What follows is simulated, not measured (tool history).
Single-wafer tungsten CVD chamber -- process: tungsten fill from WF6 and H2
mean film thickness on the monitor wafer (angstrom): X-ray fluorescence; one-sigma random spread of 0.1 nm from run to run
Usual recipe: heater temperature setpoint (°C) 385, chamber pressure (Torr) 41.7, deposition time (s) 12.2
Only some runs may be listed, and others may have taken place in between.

| run | hour | heater temperature setpoint (°C) | chamber pressure (Torr) | deposition time (s) | wafers since the last listed run | hours since the last thermocouple change | hours since the last manometer calibration | hours since the showerhead was replaced | hours since the gauge calibration | read-back reference wafer on the same gauge, thickness_nm | mean film thickness on the monitor wafer (angstrom) |
|---|---|---|---|---|---|---|---|---|---|---|---|
| 1 | 0.0 | 385 | 35.0 | 12.2 | 0 | 1685.9 | 857.4 | 5440.1 | 349.4 | 37.682 | 306.97 |
|  | 16.0 | gauge calibrated |
| 2 | 36.0 | 385 | 35.0 | 12.2 | 749 | 1721.9 | 893.4 | 5476.1 | 20.0 | 37.678 | 308.01 |
| 3 | 67.8 | 385 | 35.0 | 12.2 | 662 | 1753.7 | 925.2 | 5507.9 | 51.8 | 37.668 | 307.17 |
| 4 | 82.1 | 385 | 38.5 | 12.2 | 297 | 1768.0 | 939.5 | 5522.2 | 66.1 | 37.698 | 321.81 |
| 5 | 118.1 | 385 | 41.7 | 12.2 | 749 | 1804.0 | 975.5 | 5558.2 | 102.1 | 37.719 | 332.70 |
| 6 | 143.1 | 385 | 34.3 | 12.2 | 520 | 1829.0 | 1000.5 | 5583.2 | 127.1 | 37.715 | 305.18 |
| 7 | 162.7 | 385 | 34.3 | 12.2 | 408 | 1848.6 | 1020.1 | 5602.8 | 146.7 | 37.692 | 303.77 |
| 8 | 191.2 | 385 | 34.3 | 12.2 | 593 | 1877.1 | 1048.6 | 5631.3 | 175.2 | 37.714 | 303.93 |
| 9 | 226.2 | 395 | 41.7 | 12.2 | 729 | 1912.1 | 1083.6 | 5666.3 | 210.2 | 37.702 | 398.29 |
| 10 | 251.7 | 395 | 41.7 | 12.2 | 531 | 1937.6 | 1109.1 | 5691.8 | 235.7 | 37.692 | 395.32 |
| 11 | 276.8 | 395 | 41.7 | 12.2 | 522 | 1962.7 | 1134.2 | 5716.9 | 260.8 | 37.703 | 393.63 |
| 12 | 289.2 | 385 | 41.7 | 12.2 | 258 | 1975.1 | 1146.6 | 5729.3 | 273.2 | 37.698 | 333.40 |
| 13 | 323.9 | 385 | 41.7 | 12.2 | 722 | 2009.8 | 1181.3 | 5764.0 | 307.9 | 37.677 | 334.35 |
|  | 357.1 | capacitance manometer re-zeroed and calibrated |
| 14 | 357.6 | 375 | 44.7 | 12.2 | 535 | 2043.5 | 0.5 | 5797.7 | 341.6 | 37.700 | 280.62 |
| 15 | 372.1 | 390 | 32.3 | 14.3 | 302 | 2058.0 | 15.0 | 5812.2 | 356.1 | 37.700 | 370.53 |
| 16 | 404.4 | 385 | 41.7 | 12.2 | 672 | 2090.3 | 47.3 | 5844.5 | 388.4 | 37.683 | 326.69 |
|  | 427.6 | gauge calibrated |
|  | 434.1 | thermocouple changed; heater temperature recalibrated |
| 17 | 434.6 | 385 | 41.7 | 13.0 | 462 | 0.5 | 77.5 | 5874.7 | 7.0 | 37.740 | 348.10 |
| 18 | 458.0 | 385 | 35.1 | 12.2 | 487 | 23.9 | 100.9 | 5898.1 | 30.4 | 37.697 | 303.80 |
| 19 | 493.9 | 385 | 41.7 | 12.2 | 747 | 59.8 | 136.8 | 5934.0 | 66.3 | 37.680 | 327.51 |
|  | 528.0 | showerhead replaced |
| 20 | 528.5 | 371 | 48.8 | 14.5 | 554 | 94.4 | 171.4 | 0.5 | 100.9 | 37.672 | 327.86 |
| 21 | 549.2 | 378 | 31.5 | 14.5 | 431 | 115.1 | 192.1 | 21.2 | 121.6 | 37.678 | 304.16 |
| 22 | 577.0 | 385 | 34.3 | 12.2 | 579 | 142.9 | 219.9 | 49.0 | 149.4 | 37.707 | 302.94 |
| 23 | 601.2 | 385 | 41.7 | 13.9 | 504 | 167.1 | 244.1 | 73.2 | 173.6 | 37.690 | 376.91 |
| 24 | 635.0 | 385 | 41.7 | 12.2 | 704 | 200.9 | 277.9 | 107.0 | 207.4 | 37.694 | 329.44 |
| 25 | 667.5 | 385 | 33.3 | 12.2 | 676 | 233.4 | 310.4 | 139.5 | 239.9 | 37.690 | 299.40 |

What if the next run were any one of these 3? Each begins from the tool's condition after run 25:
| A | 667.9 | 385 | 41.7 | 12.2 | 8 | 233.8 | 310.8 | 139.9 | 240.3 | ? | ? |
| B | 667.9 | 385 | 41.7 | 11.5 | 8 | 233.8 | 310.8 | 139.9 | 240.3 | ? | ? |
| C | 667.9 | 375 | 33.0 | 12.8 | 8 | 233.8 | 310.8 | 139.9 | 240.3 | ? | ? |

| run | read-back reference wafer on the same gauge, thickness_nm | mean film thickness on the monitor wafer (angstrom) |
|---|---|---|
| A | 37.703 | 330.72 |
| B | 37.703 | 311.67 |
| C | 37.703 | 260.68 |
The same runs, with their run-to-run variation unchanged, on a tool lacking any hidden condition would have given:
| run | mean film thickness on the monitor wafer (angstrom) |
|---|---|
| A | 326.02 |
| B | 307.23 |
| C | 256.90 |

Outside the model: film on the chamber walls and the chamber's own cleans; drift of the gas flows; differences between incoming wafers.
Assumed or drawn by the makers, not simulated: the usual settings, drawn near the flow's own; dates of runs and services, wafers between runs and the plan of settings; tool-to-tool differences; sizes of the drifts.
